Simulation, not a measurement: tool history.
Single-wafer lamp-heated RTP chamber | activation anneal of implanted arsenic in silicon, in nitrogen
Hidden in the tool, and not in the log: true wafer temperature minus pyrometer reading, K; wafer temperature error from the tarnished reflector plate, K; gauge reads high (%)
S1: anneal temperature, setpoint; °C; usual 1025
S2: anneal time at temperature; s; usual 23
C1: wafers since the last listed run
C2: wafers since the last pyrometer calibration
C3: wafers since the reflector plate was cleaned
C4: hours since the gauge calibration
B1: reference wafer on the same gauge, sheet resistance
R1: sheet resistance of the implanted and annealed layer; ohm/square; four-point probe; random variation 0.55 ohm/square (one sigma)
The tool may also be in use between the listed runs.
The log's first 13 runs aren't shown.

{"run": 14, "day": 5.896, "S1": 1025, "S2": 23, "C1": 126, "C2": 7594, "C3": 1348, "C4": 199.2, "B1": 395.91, "R1": 366.72}
{"run": 15, "day": 6.642, "S1": 1038, "S2": 23, "C1": 202, "C2": 7797, "C3": 1551, "C4": 217.1, "B1": 396.03, "R1": 363.54}
{"day": 7.004, "done": "pyrometer window cleaned and pyrometer calibrated"}
{"run": 16, "day": 7.262, "S1": 1025, "S2": 13, "C1": 78, "C2": 70, "C3": 1629, "C4": 232, "B1": 395.68, "R1": 369.66}
{"run": 17, "day": 7.588, "S1": 1025, "S2": 23, "C1": 88, "C2": 158, "C3": 1717, "C4": 239.8, "B1": 396.02, "R1": 366.85}
{"run": 18, "day": 7.988, "S1": 1007, "S2": 13, "C1": 108, "C2": 267, "C3": 1826, "C4": 249.4, "B1": 396.09, "R1": 371.93}
{"run": 19, "day": 8.338, "S1": 1039, "S2": 10, "C1": 95, "C2": 362, "C3": 1921, "C4": 257.8, "B1": 396.11, "R1": 369.69}
{"run": 20, "day": 8.592, "S1": 1013, "S2": 19, "C1": 69, "C2": 431, "C3": 1990, "C4": 263.9, "B1": 396.16, "R1": 368.43}
{"run": 21, "day": 8.942, "S1": 1051, "S2": 17, "C1": 95, "C2": 526, "C3": 2085, "C4": 272.3, "B1": 395.77, "R1": 364.59}
{"run": 22, "day": 9.533, "S1": 1035, "S2": 13, "C1": 160, "C2": 687, "C3": 2246, "C4": 286.5, "B1": 395.96, "R1": 367.61}
{"run": 23, "day": 9.892, "S1": 1003, "S2": 16, "C1": 97, "C2": 784, "C3": 2343, "C4": 295.1, "B1": 395.91, "R1": 370.62}
{"run": 24, "day": 10.442, "S1": 1050, "S2": 23, "C1": 149, "C2": 933, "C3": 2493, "C4": 308.3, "B1": 396.02, "R1": 362.72}
{"day": 10.546, "done": "gauge calibrated"}
{"run": 25, "day": 11.021, "S1": 1048, "S2": 11, "C1": 157, "C2": 1091, "C3": 2650, "C4": 11.4, "B1": 395.93, "R1": 367.34}
{"run": 26, "day": 11.762, "S1": 998, "S2": 19, "C1": 201, "C2": 1292, "C3": 2851, "C4": 29.2, "B1": 396.32, "R1": 370.37}
{"run": 27, "day": 12.042, "S1": 1012, "S2": 23, "C1": 75, "C2": 1368, "C3": 2927, "C4": 35.9, "B1": 395.79, "R1": 368.57}
{"run": 28, "day": 12.383, "S1": 1025, "S2": 23, "C1": 92, "C2": 1461, "C3": 3020, "C4": 44.1, "B1": 395.81, "R1": 367.02}
{"run": 29, "day": 12.808, "S1": 1039, "S2": 36, "C1": 115, "C2": 1576, "C3": 3135, "C4": 54.3, "B1": 396.16, "R1": 360.34}
{"run": 30, "day": 13.317, "S1": 1025, "S2": 23, "C1": 138, "C2": 1714, "C3": 3274, "C4": 66.5, "B1": 395.95, "R1": 367.49}
{"run": 31, "day": 13.6, "S1": 1025, "S2": 23, "C1": 76, "C2": 1791, "C3": 3351, "C4": 73.3, "B1": 395.9, "R1": 365.88}
{"run": 32, "day": 14.221, "S1": 1005, "S2": 23, "C1": 168, "C2": 1960, "C3": 3519, "C4": 88.2, "B1": 396.09, "R1": 369.17}
{"run": 33, "day": 14.65, "S1": 1025, "S2": 23, "C1": 116, "C2": 2076, "C3": 3636, "C4": 98.5, "B1": 395.93, "R1": 366.34}
{"run": 34, "day": 15.188, "S1": 1048, "S2": 12, "C1": 146, "C2": 2222, "C3": 3782, "C4": 111.4, "B1": 396.34, "R1": 366.99}
{"run": 35, "day": 15.446, "S1": 1025, "S2": 28, "C1": 70, "C2": 2293, "C3": 3852, "C4": 117.6, "B1": 396.11, "R1": 365.15}
{"run": 36, "day": 15.704, "S1": 1025, "S2": 23, "C1": 70, "C2": 2363, "C3": 3922, "C4": 123.8, "B1": 396.15, "R1": 367.45}
{"run": 37, "day": 16.233, "S1": 1025, "S2": 11, "C1": 143, "C2": 2507, "C3": 4066, "C4": 136.5, "B1": 396.14, "R1": 370.3}

Forecast each of these 4 alternatives for the next run:
{"run": "A", "day": 16.25, "S1": 1046, "S2": 23, "C1": 4, "C2": 2511, "C3": 4070, "C4": 136.9, "B1": "?", "R1": "?"}
{"run": "B", "day": 16.25, "S1": 1000, "S2": 23, "C1": 4, "C2": 2511, "C3": 4070, "C4": 136.9, "B1": "?", "R1": "?"}
{"run": "C", "day": 16.25, "S1": 1025, "S2": 34, "C1": 4, "C2": 2511, "C3": 4070, "C4": 136.9, "B1": "?", "R1": "?"}
{"run": "D", "day": 16.25, "S1": 1042, "S2": 13, "C1": 4, "C2": 2511, "C3": 4070, "C4": 136.9, "B1": "?", "R1": "?"}

run=A B1=395.77 R1=364.01
run=B B1=395.77 R1=370.71
run=C B1=395.77 R1=364.71
run=D B1=395.77 R1=368.63
Without the tool's hidden state the same runs would have given:
run=A R1=364.01
run=B R1=370.71
run=C R1=364.71
run=D R1=368.63

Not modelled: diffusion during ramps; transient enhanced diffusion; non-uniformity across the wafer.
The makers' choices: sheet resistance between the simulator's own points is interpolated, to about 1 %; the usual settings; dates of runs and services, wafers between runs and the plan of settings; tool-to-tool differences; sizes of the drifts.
